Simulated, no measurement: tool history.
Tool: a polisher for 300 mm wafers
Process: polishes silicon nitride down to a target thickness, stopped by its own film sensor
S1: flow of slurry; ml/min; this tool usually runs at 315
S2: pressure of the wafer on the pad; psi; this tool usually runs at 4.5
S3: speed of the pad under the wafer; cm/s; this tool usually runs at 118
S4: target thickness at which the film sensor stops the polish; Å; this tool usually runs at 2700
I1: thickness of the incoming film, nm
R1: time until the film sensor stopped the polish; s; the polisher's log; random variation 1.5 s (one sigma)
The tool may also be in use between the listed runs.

| run | hour | S1 | S2 | S3 | S4 | I1 | R1 |
|---|---|---|---|---|---|---|---|
| 1 | 0 | 315 | 4.5 | 118 | 2420 | 440.3 | 85.3 |
| 2 | 32.4 | 315 | 4.5 | 118 | 2420 | 453.9 | 88 |
| 3 | 49.5 | 315 | 4.5 | 118 | 2420 | 446.2 | 85.7 |
| 4 | 115.6 | 315 | 4.5 | 118 | 2700 | 452.9 | 76.1 |
| 5 | 137.6 | 315 | 4.5 | 118 | 2700 | 459.5 | 80.9 |
| 6 | 182.5 | 315 | 4.5 | 118 | 2700 | 450.9 | 78.7 |
| 7 | 195.1 | 315 | 4.5 | 118 | 2700 | 451.4 | 78.5 |
| 8 | 226.5 | 245 | 4.5 | 118 | 2700 | 457.8 | 82 |
| 9 | 251.1 | 245 | 4.5 | 118 | 2700 | 447.8 | 79.5 |
| 10 | 286.3 | 315 | 4.5 | 118 | 2700 | 454.6 | 75.3 |
| 11 | 321.4 | 315 | 4.5 | 118 | 2700 | 452.8 | 74.6 |
| 12 | 337.2 | 315 | 4.5 | 118 | 2700 | 456.2 | 77.5 |
| 13 | 369.9 | 315 | 4.5 | 118 | 2700 | 445.3 | 75.2 |
| 14 | 391.5 | 315 | 4.5 | 118 | 2700 | 451.9 | 74.1 |
| 15 | 426.1 | 220 | 4.5 | 140 | 3140 | 448.6 | 51.7 |
| 16 | 438.6 | 315 | 4.5 | 86 | 2700 | 445.7 | 89.4 |
| 17 | 471.3 | 385 | 5.3 | 118 | 2700 | 447.4 | 62.2 |
| 18 | 563.1 | 405 | 4.5 | 118 | 2700 | 452.5 | 76 |
| 19 | 579.9 | 315 | 4.5 | 118 | 2700 | 450.7 | 73.7 |
| 20 | 608.7 | 315 | 4.5 | 118 | 2700 | 452.9 | 76.5 |
| 21 | 635.6 | 315 | 5.4 | 118 | 2700 | 459 | 63.6 |
| 22 | 726.4 | 415 | 4.5 | 118 | 2230 | 446.2 | 96 |
| 23 | 754.2 | 315 | 4.5 | 118 | 2700 | 455.9 | 76 |
| 24 | 768.6 | 315 | 4.5 | 118 | 2700 | 446.6 | 76.2 |
| 25 | 795.5 | 315 | 4.9 | 146 | 3070 | 450.2 | 49.1 |
| 26 | 809.9 | 315 | 4.5 | 118 | 3190 | 447.2 | 54.3 |
| 27 | 831.3 | 315 | 4.5 | 160 | 2180 | 450 | 81 |
| 28 | 849.3 | 315 | 4.5 | 118 | 2700 | 448.2 | 73.7 |
| 29 | 881.3 | 315 | 4.5 | 118 | 2700 | 450.1 | 77.1 |
| 30 | 913.9 | 265 | 4.5 | 106 | 3120 | 453.4 | 62.9 |
| 31 | 927.3 | 395 | 2.9 | 118 | 2700 | 443.7 | 117 |
| 32 | 947.7 | 315 | 4.5 | 118 | 2400 | 444.9 | 87.2 |
| 33 | 982.9 | 315 | 5.5 | 86 | 2700 | 445.4 | 78 |
| 34 | 1004 | 415 | 3.3 | 92 | 2700 | 446.6 | 118.8 |
| 35 | 1025.4 | 245 | 4.5 | 118 | 2700 | 447.8 | 79.3 |
| 36 | 1057.6 | 315 | 2.9 | 96 | 2080 | 446.4 | 179.3 |
| 37 | 1081.8 | 415 | 4.5 | 118 | 2700 | 455.9 | 79 |

Not shown: 6 entries that the log had between the listed runs. Between which runs, and how does the tool's hidden state differ before and after?
Run 3 -> run 4: worn pad replaced by a new one (hour 57.2)
  deviation of the head's pressure from its setpoint, %: -4.03 -> -5.06
  what was measured, less what the result would be without the hidden state, R1: +3.4 -> +3.9 s
Run 9 -> run 10: head pressure recalibrated (hour 282.3)
  deviation of the head's pressure from its setpoint, %: -7.52 -> -0.458
  what was measured, less what the result would be without the hidden state, R1: +6 -> +0.4 s
Run 12 -> run 13: worn pad replaced by a new one (hour 355.2)
  deviation of the head's pressure from its setpoint, %: -0.496 -> -0.555
  what was measured, less what the result would be without the hidden state, R1: +0.4 -> +0.4 s
Run 18 -> run 19: worn pad replaced by a new one (hour 579.4)
  deviation of the head's pressure from its setpoint, %: -1.46 -> -1.58
  what was measured, less what the result would be without the hidden state, R1: +1.1 -> +1.2 s
Run 20 -> run 21: slurry nozzle cleaned (hour 621)
  deviation of the head's pressure from its setpoint, %: -1.81 -> -2.04
  what was measured, less what the result would be without the hidden state, R1: +1.4 -> +1.3 s
Run 28 -> run 29: worn pad replaced by a new one (hour 861.4)
  deviation of the head's pressure from its setpoint, %: -4.53 -> -5
  what was measured, less what the result would be without the hidden state, R1: +3.4 -> +3.9 s
